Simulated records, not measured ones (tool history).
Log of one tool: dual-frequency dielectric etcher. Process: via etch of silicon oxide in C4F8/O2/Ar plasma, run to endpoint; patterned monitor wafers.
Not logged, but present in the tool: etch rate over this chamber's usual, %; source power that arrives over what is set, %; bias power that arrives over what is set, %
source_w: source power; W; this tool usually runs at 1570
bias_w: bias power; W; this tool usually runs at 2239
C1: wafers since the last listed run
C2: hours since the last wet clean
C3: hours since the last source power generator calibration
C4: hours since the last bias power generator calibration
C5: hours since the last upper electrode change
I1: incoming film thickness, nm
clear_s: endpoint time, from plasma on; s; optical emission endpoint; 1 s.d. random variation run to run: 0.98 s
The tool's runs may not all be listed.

{"run": 1, "hour": 0.0, "source_w": 1570, "bias_w": 2656, "C1": 0, "C2": 315.7, "C3": 4734.1, "C4": 3936.7, "C5": 2534.7, "I1": 1467.9, "clear_s": 306.6}
{"run": 2, "hour": 14.7, "source_w": 1570, "bias_w": 2586, "C1": 38, "C2": 330.4, "C3": 4748.8, "C4": 3951.4, "C5": 2549.4, "I1": 1462.4, "clear_s": 309.5}
{"run": 3, "hour": 24.1, "source_w": 1570, "bias_w": 2586, "C1": 24, "C2": 339.8, "C3": 4758.2, "C4": 3960.8, "C5": 2558.8, "I1": 1443.1, "clear_s": 303.3}
{"run": 4, "hour": 30.1, "source_w": 1570, "bias_w": 2560, "C1": 15, "C2": 345.8, "C3": 4764.2, "C4": 3966.8, "C5": 2564.8, "I1": 1460.8, "clear_s": 307.1}
{"run": 5, "hour": 42.9, "source_w": 1570, "bias_w": 2560, "C1": 33, "C2": 358.6, "C3": 4777, "C4": 3979.6, "C5": 2577.6, "I1": 1463.2, "clear_s": 308}
{"run": 6, "hour": 57.5, "source_w": 1570, "bias_w": 2239, "C1": 37, "C2": 373.2, "C3": 4791.6, "C4": 3994.2, "C5": 2592.2, "I1": 1458.6, "clear_s": 323.4}
{"run": 7, "hour": 66.6, "source_w": 1570, "bias_w": 2239, "C1": 23, "C2": 382.3, "C3": 4800.7, "C4": 4003.3, "C5": 2601.3, "I1": 1466.4, "clear_s": 322.5}
{"run": 8, "hour": 78.5, "source_w": 1570, "bias_w": 2239, "C1": 30, "C2": 394.2, "C3": 4812.6, "C4": 4015.2, "C5": 2613.2, "I1": 1445.5, "clear_s": 319.3}
{"run": 9, "hour": 93.6, "source_w": 1760, "bias_w": 2239, "C1": 39, "C2": 409.3, "C3": 4827.7, "C4": 4030.3, "C5": 2628.3, "I1": 1459.1, "clear_s": 302.1}
{"run": 10, "hour": 100.8, "source_w": 1760, "bias_w": 2239, "C1": 18, "C2": 416.5, "C3": 4834.9, "C4": 4037.5, "C5": 2635.5, "I1": 1445, "clear_s": 302.3}
{"run": 11, "hour": 115.5, "source_w": 1760, "bias_w": 2239, "C1": 38, "C2": 431.2, "C3": 4849.6, "C4": 4052.2, "C5": 2650.2, "I1": 1443.3, "clear_s": 300.4}
{"hour": 146.9, "done": "wet clean of the chamber"}
{"run": 12, "hour": 147.4, "source_w": 1310, "bias_w": 2239, "C1": 20, "C2": 0.5, "C3": 4881.5, "C4": 4084.1, "C5": 2682.1, "I1": 1455.9, "clear_s": 360.8}
{"run": 13, "hour": 147.8, "source_w": 1570, "bias_w": 2239, "C1": 1, "C2": 0.9, "C3": 4881.9, "C4": 4084.5, "C5": 2682.5, "I1": 1450.7, "clear_s": 326.9}
{"run": 14, "hour": 148.3, "source_w": 1890, "bias_w": 2769, "C1": 1, "C2": 1.4, "C3": 4882.4, "C4": 4085, "C5": 2683, "I1": 1469.6, "clear_s": 281.1}
{"run": 15, "hour": 157.3, "source_w": 1570, "bias_w": 2506, "C1": 23, "C2": 10.4, "C3": 4891.4, "C4": 4094, "C5": 2692, "I1": 1457.6, "clear_s": 314.4}
{"run": 16, "hour": 176.2, "source_w": 1860, "bias_w": 2597, "C1": 49, "C2": 29.3, "C3": 4910.3, "C4": 4112.9, "C5": 2710.9, "I1": 1457.5, "clear_s": 285.9}
{"run": 17, "hour": 188.2, "source_w": 1570, "bias_w": 2239, "C1": 31, "C2": 41.3, "C3": 4922.3, "C4": 4124.9, "C5": 2722.9, "I1": 1462.6, "clear_s": 327.8}
{"run": 18, "hour": 200.1, "source_w": 1570, "bias_w": 2560, "C1": 30, "C2": 53.2, "C3": 4934.2, "C4": 4136.8, "C5": 2734.8, "I1": 1451.8, "clear_s": 310.4}
{"hour": 212.7, "done": "source power generator calibrated"}
{"run": 19, "hour": 213.2, "source_w": 1740, "bias_w": 2578, "C1": 23, "C2": 66.3, "C3": 0.5, "C4": 4149.9, "C5": 2747.9, "I1": 1458.5, "clear_s": 297.3}
{"run": 20, "hour": 225.9, "source_w": 1830, "bias_w": 1969, "C1": 32, "C2": 79, "C3": 13.2, "C4": 4162.6, "C5": 2760.6, "I1": 1458.3, "clear_s": 315.7}

For run 21, what comes out?
{"run": 21, "hour": 238.4, "source_w": 1810, "bias_w": 1835, "C1": 32, "C2": 91.5, "C3": 25.7, "C4": 4175.1, "C5": 2773.1, "I1": 1455.1, "clear_s": "?"}

clear_s: 322.8 s
Were there no unlogged condition in the tool, this run, its random variation unchanged, would have produced clear_s 311.9 s.
